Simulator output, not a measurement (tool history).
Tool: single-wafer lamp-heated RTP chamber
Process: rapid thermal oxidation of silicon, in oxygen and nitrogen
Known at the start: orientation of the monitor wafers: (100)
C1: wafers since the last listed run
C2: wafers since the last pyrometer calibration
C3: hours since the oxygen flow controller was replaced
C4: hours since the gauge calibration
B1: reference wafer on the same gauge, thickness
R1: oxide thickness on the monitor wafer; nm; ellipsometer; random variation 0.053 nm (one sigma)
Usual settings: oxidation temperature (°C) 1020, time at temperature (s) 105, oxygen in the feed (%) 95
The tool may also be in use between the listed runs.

Run 1, day 0: usual settings but time at temperature (s) 121; C1 0; C2 4958; C3 5522.9; C4 562.8; B1 8.183. Result: R1 10.079 nm.
Run 2, day 0.333: usual settings but oxidation temperature (°C) 1001; C1 102; C2 5061; C3 5530.9; C4 570.8; B1 8.145. Result: R1 8.252 nm.
Run 3, day 0.658: usual settings but oxidation temperature (°C) 1001; C1 100; C2 5161; C3 5538.7; C4 578.6; B1 8.177. Result: R1 8.25 nm.
Run 4, day 0.996: usual settings but time at temperature (s) 86; C1 104; C2 5265; C3 5546.8; C4 586.7; B1 8.169. Result: R1 8.656 nm.
Run 5, day 1.658: usual settings but time at temperature (s) 86; C1 204; C2 5470; C3 5562.7; C4 602.6; B1 8.194. Result: R1 8.581 nm.
Run 6, day 2.154: usual settings; C1 153; C2 5623; C3 5574.6; C4 614.5; B1 8.17. Result: R1 9.465 nm.
Run 7, day 2.462: usual settings; C1 95; C2 5719; C3 5582; C4 621.9; B1 8.165. Result: R1 9.466 nm.
Run 8, day 3.792: usual settings; C1 410; C2 6129; C3 5613.9; C4 653.8; B1 8.183. Result: R1 9.399 nm.
Run 9, day 4.479: usual settings but time at temperature (s) 70; C1 212; C2 6342; C3 5630.4; C4 670.3; B1 8.154. Result: R1 7.84 nm.
Run 10, day 5.092: usual settings but time at temperature (s) 80; C1 189; C2 6531; C3 5645.1; C4 685; B1 8.165. Result: R1 8.417 nm.
Run 11, day 5.838: usual settings but time at temperature (s) 80; C1 230; C2 6761; C3 5663; C4 702.9; B1 8.174. Result: R1 8.372 nm.
Run 12, day 6.338: usual settings; C1 154; C2 6916; C3 5675; C4 714.9; B1 8.159. Result: R1 9.609 nm.
Run 13, day 6.817: usual settings but oxidation temperature (°C) 1039, time at temperature (s) 66; C1 148; C2 7064; C3 5686.5; C4 726.4; B1 8.18. Result: R1 8.867 nm.
At day 6.9: gauge calibrated.
At day 7.25: oxygen flow controller replaced.
Run 14, day 8.104: usual settings but oxidation temperature (°C) 1039, time at temperature (s) 66; C1 294; C2 7358; C3 20.5; C4 28.9; B1 8.177. Result: R1 8.865 nm.
Run 15, day 8.733: usual settings but oxidation temperature (°C) 1039, time at temperature (s) 66; C1 194; C2 7553; C3 35.6; C4 44; B1 8.167. Result: R1 9.018 nm.
Run 16, day 9.454: usual settings; C1 222; C2 7775; C3 52.9; C4 61.3; B1 8.162. Result: R1 9.669 nm.
Run 17, day 10.092: usual settings but time at temperature (s) 130; C1 196; C2 7972; C3 68.2; C4 76.6; B1 8.187. Result: R1 10.507 nm.
Run 18, day 10.379: usual settings but time at temperature (s) 136; C1 88; C2 8061; C3 75.1; C4 83.5; B1 8.17. Result: R1 10.919 nm.
Run 19, day 11.083: usual settings but oxidation temperature (°C) 997, time at temperature (s) 64, oxygen in the feed (%) 98; C1 217; C2 8279; C3 92; C4 100.4; B1 8.166. Result: R1 6.589 nm.
Run 20, day 11.404: usual settings but oxidation temperature (°C) 1011, time at temperature (s) 150, oxygen in the feed (%) 98; C1 99; C2 8378; C3 99.7; C4 108.1; B1 8.173. Result: R1 10.729 nm.
Run 21, day 11.792: usual settings but oxidation temperature (°C) 1029, time at temperature (s) 91, oxygen in the feed (%) 98; C1 119; C2 8498; C3 109; C4 117.4; B1 8.181. Result: R1 9.788 nm.
Run 22, day 12.254: usual settings but oxidation temperature (°C) 996; C1 142; C2 8640; C3 120.1; C4 128.5; B1 8.169. Result: R1 8.167 nm.
Run 23, day 12.512: usual settings but oxidation temperature (°C) 1036; C1 79; C2 8720; C3 126.3; C4 134.7; B1 8.165. Result: R1 10.816 nm.
At day 12.962: pyrometer window cleaned and pyrometer calibrated.
Run 24, day 13.025: usual settings; C1 55; C2 19; C3 138.6; C4 147; B1 8.171. Result: R1 9.03 nm.
Run 25, day 13.429: usual settings; C1 124; C2 144; C3 148.3; C4 156.7; B1 8.185. Result: R1 9.055 nm.
Run 26, day 13.758: usual settings but oxidation temperature (°C) 1040, time at temperature (s) 69, oxygen in the feed (%) 86; C1 101; C2 245; C3 156.2; C4 164.6; B1 8.185. Result: R1 8.351 nm.
Run 27, day 14.479: usual settings but oxidation temperature (°C) 1002, time at temperature (s) 155, oxygen in the feed (%) 98; C1 222; C2 468; C3 173.5; C4 181.9; B1 8.177. Result: R1 9.674 nm.
Run 28, day 14.946: usual settings but oxidation temperature (°C) 1006, time at temperature (s) 64, oxygen in the feed (%) 66; C1 144; C2 612; C3 184.7; C4 193.1; B1 8.185. Result: R1 5.861 nm.
Run 29, day 15.5: usual settings but time at temperature (s) 81; C1 171; C2 783; C3 198; C4 206.4; B1 8.169. Result: R1 8.175 nm.
Run 30, day 16.021: usual settings but oxidation temperature (°C) 994, time at temperature (s) 73; C1 160; C2 944; C3 210.5; C4 218.9; B1 8.18. Result: R1 6.377 nm.
Run 31, day 16.354: usual settings; C1 102; C2 1047; C3 218.5; C4 226.9; B1 8.178. Result: R1 9.169 nm.
Run 32, day 16.933: usual settings but oxidation temperature (°C) 994, time at temperature (s) 73; C1 178; C2 1226; C3 232.4; C4 240.8; B1 8.159. Result: R1 6.425 nm.
Run 33, day 17.646: usual settings but oxidation temperature (°C) 1044, time at temperature (s) 157, oxygen in the feed (%) 98; C1 220; C2 1446; C3 249.5; C4 257.9; B1 8.177. Result: R1 13.266 nm.
Run 34, day 18.183: usual settings; C1 166; C2 1612; C3 262.4; C4 270.8; B1 8.172. Result: R1 9.184 nm.
Run 35, day 18.767: usual settings but oxidation temperature (°C) 1009, time at temperature (s) 78, oxygen in the feed (%) 98; C1 180; C2 1792; C3 276.4; C4 284.8; B1 8.181. Result: R1 7.514 nm.
Run 36, day 19.754: usual settings; C1 305; C2 2097; C3 300.1; C4 308.5; B1 8.165. Result: R1 9.284 nm.
Run 37, day 20.15: usual settings but oxidation temperature (°C) 1038, oxygen in the feed (%) 98; C1 122; C2 2220; C3 309.6; C4 318; B1 8.16. Result: R1 10.684 nm.
Run 38, day 20.679: usual settings; C1 163; C2 2383; C3 322.3; C4 330.7; B1 8.173. Result: R1 9.213 nm.

The same runs without the tool's hidden state, with the same run-to-run variation:
The hidden state here: true wafer temperature minus pyrometer reading, K; deviation of the oxygen flow from its setpoint, %; gauge reads high (%).
run      R1
  1    9.65
  2   7.887
  3    7.88
  4   8.273
  5    8.19
  6   9.022
  7   9.018
  8   8.929
  9    7.44
 10   7.976
 11   7.921
 12    9.08
 13   8.387
 14   8.363
 15   8.496
 16   9.076
 17   9.847
 18  10.227
 19   6.157
 20  10.015
 21   9.152
 22   7.604
 23  10.105
 24   8.956
 25   8.973
 26   8.272
 27   9.561
 28    5.79
 29   8.066
 30   6.283
 31   9.029
 32   6.317
 33  13.036
 34   9.009
 35    7.36
 36   9.077
 37  10.444
 38    8.99

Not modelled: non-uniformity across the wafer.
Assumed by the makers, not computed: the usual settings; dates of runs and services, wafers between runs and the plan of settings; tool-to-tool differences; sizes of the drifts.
